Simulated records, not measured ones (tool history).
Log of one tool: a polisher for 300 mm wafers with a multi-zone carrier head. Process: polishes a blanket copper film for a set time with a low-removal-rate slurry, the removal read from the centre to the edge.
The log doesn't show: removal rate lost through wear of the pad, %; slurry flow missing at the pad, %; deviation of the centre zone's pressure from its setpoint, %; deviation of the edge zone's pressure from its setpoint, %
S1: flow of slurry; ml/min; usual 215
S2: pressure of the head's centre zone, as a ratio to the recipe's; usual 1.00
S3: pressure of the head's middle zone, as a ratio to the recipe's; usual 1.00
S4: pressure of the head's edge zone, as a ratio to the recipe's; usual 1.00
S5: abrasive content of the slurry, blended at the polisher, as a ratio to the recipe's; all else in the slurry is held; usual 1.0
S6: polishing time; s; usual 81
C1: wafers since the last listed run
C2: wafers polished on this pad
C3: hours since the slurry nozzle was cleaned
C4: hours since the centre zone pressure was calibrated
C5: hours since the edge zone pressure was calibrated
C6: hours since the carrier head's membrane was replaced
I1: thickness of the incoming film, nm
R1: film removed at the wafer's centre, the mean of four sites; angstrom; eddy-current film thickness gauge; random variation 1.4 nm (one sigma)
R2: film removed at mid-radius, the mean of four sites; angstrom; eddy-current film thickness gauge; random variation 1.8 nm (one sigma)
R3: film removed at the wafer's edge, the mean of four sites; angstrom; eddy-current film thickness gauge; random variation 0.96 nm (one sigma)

run 1 day=0.000 | S1=215 S2=1.00 S3=1.00 S4=1.00 S5=1.0 S6=81 | C1=0 C2=549 C3=524.2 C4=849.3 C5=1503.8 C6=1647.7 | I1=851.7 | R1=1572 R2=1467 R3=1423
-- day=0.175 centre zone pressure recalibrated
run 2 day=0.600 | S1=215 S2=1.00 S3=1.00 S4=1.00 S5=1.0 S6=81 | C1=86 C2=635 C3=538.6 C4=10.2 C5=1518.2 C6=1662.1 | I1=849.0 | R1=1662 R2=1445 R3=1396
run 3 day=1.329 | S1=215 S2=1.00 S3=1.00 S4=1.00 S5=1.0 S6=81 | C1=122 C2=758 C3=556.1 C4=27.7 C5=1535.7 C6=1679.6 | I1=855.1 | R1=1616 R2=1457 R3=1411
-- day=1.754 carrier head's membrane replaced by a new one
run 4 day=1.862 | S1=215 S2=1.00 S3=0.93 S4=1.00 S5=1.0 S6=81 | C1=54 C2=812 C3=568.9 C4=40.5 C5=1548.5 C6=2.6 | I1=859.2 | R1=1653 R2=1394 R3=1416
run 5 day=2.279 | S1=215 S2=0.88 S3=1.00 S4=1.00 S5=1.0 S6=81 | C1=69 C2=882 C3=578.9 C4=50.5 C5=1558.5 C6=12.6 | I1=852.5 | R1=1463 R2=1437 R3=1414
run 6 day=2.817 | S1=215 S2=1.09 S3=1.00 S4=1.00 S5=1.0 S6=101 | C1=90 C2=972 C3=591.8 C4=63.4 C5=1571.4 C6=25.5 | I1=846.1 | R1=2245 R2=1810 R3=1734
run 7 day=3.492 | S1=185 S2=1.00 S3=1.05 S4=0.95 S5=1.0 S6=101 | C1=113 C2=1085 C3=608.0 C4=79.6 C5=1587.6 C6=41.7 | I1=853.1 | R1=1980 R2=1806 R3=1678
-- day=3.696 slurry nozzle cleaned
run 8 day=3.783 | S1=215 S2=1.00 S3=1.10 S4=1.00 S5=1.0 S6=95 | C1=41 C2=1127 C3=2.1 C4=86.6 C5=1594.6 C6=48.7 | I1=847.5 | R1=1913 R2=1770 R3=1654
-- day=3.933 edge zone pressure recalibrated
-- day=4.058 worn pad replaced by a new one
run 9 day=4.129 | S1=180 S2=1.05 S3=1.00 S4=1.00 S5=1.0 S6=73 | C1=23 C2=11 C3=10.4 C4=94.9 C5=4.7 C6=57.0 | I1=857.4 | R1=1505 R2=1239 R3=1240
run 10 day=4.875 | S1=215 S2=1.00 S3=1.00 S4=1.00 S5=1.0 S6=81 | C1=124 C2=136 C3=28.3 C4=112.8 C5=22.6 C6=74.9 | I1=854.5 | R1=1658 R2=1448 R3=1420
-- day=5.204 centre zone pressure recalibrated, repeated, since the last time left the tool worse
run 11 day=5.504 | S1=215 S2=1.00 S3=0.93 S4=1.00 S5=1.0 S6=81 | C1=91 C2=228 C3=43.4 C4=7.2 C5=37.7 C6=90.0 | I1=844.8 | R1=1396 R2=1392 R3=1398
run 12 day=5.892 | S1=215 S2=1.00 S3=0.89 S4=1.00 S5=1.0 S6=96 | C1=64 C2=293 C3=52.7 C4=16.5 C5=47.0 C6=99.3 | I1=842.4 | R1=1695 R2=1579 R3=1670
run 13 day=6.354 | S1=215 S2=1.00 S3=1.00 S4=1.00 S5=1.3 S6=81 | C1=77 C2=370 C3=63.8 C4=27.6 C5=58.1 C6=110.4 | I1=853.8 | R1=1498 R2=1522 R3=1464
run 14 day=6.629 | S1=215 S2=1.08 S3=1.00 S4=1.00 S5=1.0 S6=81 | C1=46 C2=416 C3=70.4 C4=34.2 C5=64.7 C6=117.0 | I1=861.4 | R1=1548 R2=1467 R3=1401
run 15 day=7.096 | S1=170 S2=1.00 S3=1.00 S4=1.00 S5=1.0 S6=68 | C1=78 C2=494 C3=81.6 C4=45.4 C5=75.9 C6=128.2 | I1=861.2 | R1=1145 R2=1186 R3=1150
run 16 day=7.538 | S1=215 S2=1.00 S3=1.04 S4=1.00 S5=1.0 S6=81 | C1=73 C2=568 C3=92.2 C4=56.0 C5=86.5 C6=138.8 | I1=857.4 | R1=1432 R2=1495 R3=1403
run 17 day=8.229 | S1=270 S2=1.00 S3=1.00 S4=1.00 S5=1.0 S6=81 | C1=115 C2=684 C3=108.8 C4=72.6 C5=103.1 C6=155.4 | I1=835.7 | R1=1478 R2=1461 R3=1431
run 18 day=8.783 | S1=250 S2=1.04 S3=1.00 S4=1.00 S5=1.0 S6=109 | C1=92 C2=777 C3=122.1 C4=85.9 C5=116.4 C6=168.7 | I1=848.4 | R1=2040 R2=1999 R3=1951
run 19 day=9.154 | S1=215 S2=1.00 S3=1.00 S4=1.00 S5=0.8 S6=81 | C1=62 C2=839 C3=131.0 C4=94.8 C5=125.3 C6=177.6 | I1=842.8 | R1=1393 R2=1412 R3=1349
run 20 day=9.596 | S1=250 S2=1.00 S3=1.00 S4=1.00 S5=0.7 S6=98 | C1=73 C2=913 C3=141.6 C4=105.4 C5=135.9 C6=188.2 | I1=858.1 | R1=1658 R2=1716 R3=1645
run 21 day=10.250 | S1=215 S2=1.00 S3=1.00 S4=1.00 S5=1.0 S6=81 | C1=109 C2=1023 C3=157.3 C4=121.1 C5=151.6 C6=203.9 | I1=862.5 | R1=1424 R2=1449 R3=1408
run 22 day=10.642 | S1=215 S2=0.91 S3=1.00 S4=0.91 S5=0.8 S6=63 | C1=65 C2=1088 C3=166.7 C4=130.5 C5=161.0 C6=213.3 | I1=845.0 | R1=968 R2=1101 R3=1009

Forecast each of these 3 alternatives for the next run:
run A day=10.658 | S1=215 S2=1.00 S3=1.00 S4=1.00 S5=1.0 S6=81 | C1=2 C2=1091 C3=167.1 C4=130.9 C5=161.4 C6=213.7 | I1=848.9 | R1=? R2=? R3=?
run B day=10.658 | S1=280 S2=1.00 S3=1.00 S4=0.92 S5=1.0 S6=57 | C1=2 C2=1091 C3=167.1 C4=130.9 C5=161.4 C6=213.7 | I1=848.9 | R1=? R2=? R3=?
run C day=10.658 | S1=215 S2=0.94 S3=1.00 S4=0.95 S5=1.1 S6=81 | C1=2 C2=1091 C3=167.1 C4=130.9 C5=161.4 C6=213.7 | I1=848.9 | R1=? R2=? R3=?

run=A R1=1458 R2=1440 R3=1427
run=B R1=1065 R2=1048 R3=990
run=C R1=1391 R2=1462 R3=1413
Without the tool's hidden state the same runs would have given:
run=A R1=1460 R2=1440 R3=1427
run=B R1=1066 R2=1048 R3=990
run=C R1=1392 R2=1462 R3=1413

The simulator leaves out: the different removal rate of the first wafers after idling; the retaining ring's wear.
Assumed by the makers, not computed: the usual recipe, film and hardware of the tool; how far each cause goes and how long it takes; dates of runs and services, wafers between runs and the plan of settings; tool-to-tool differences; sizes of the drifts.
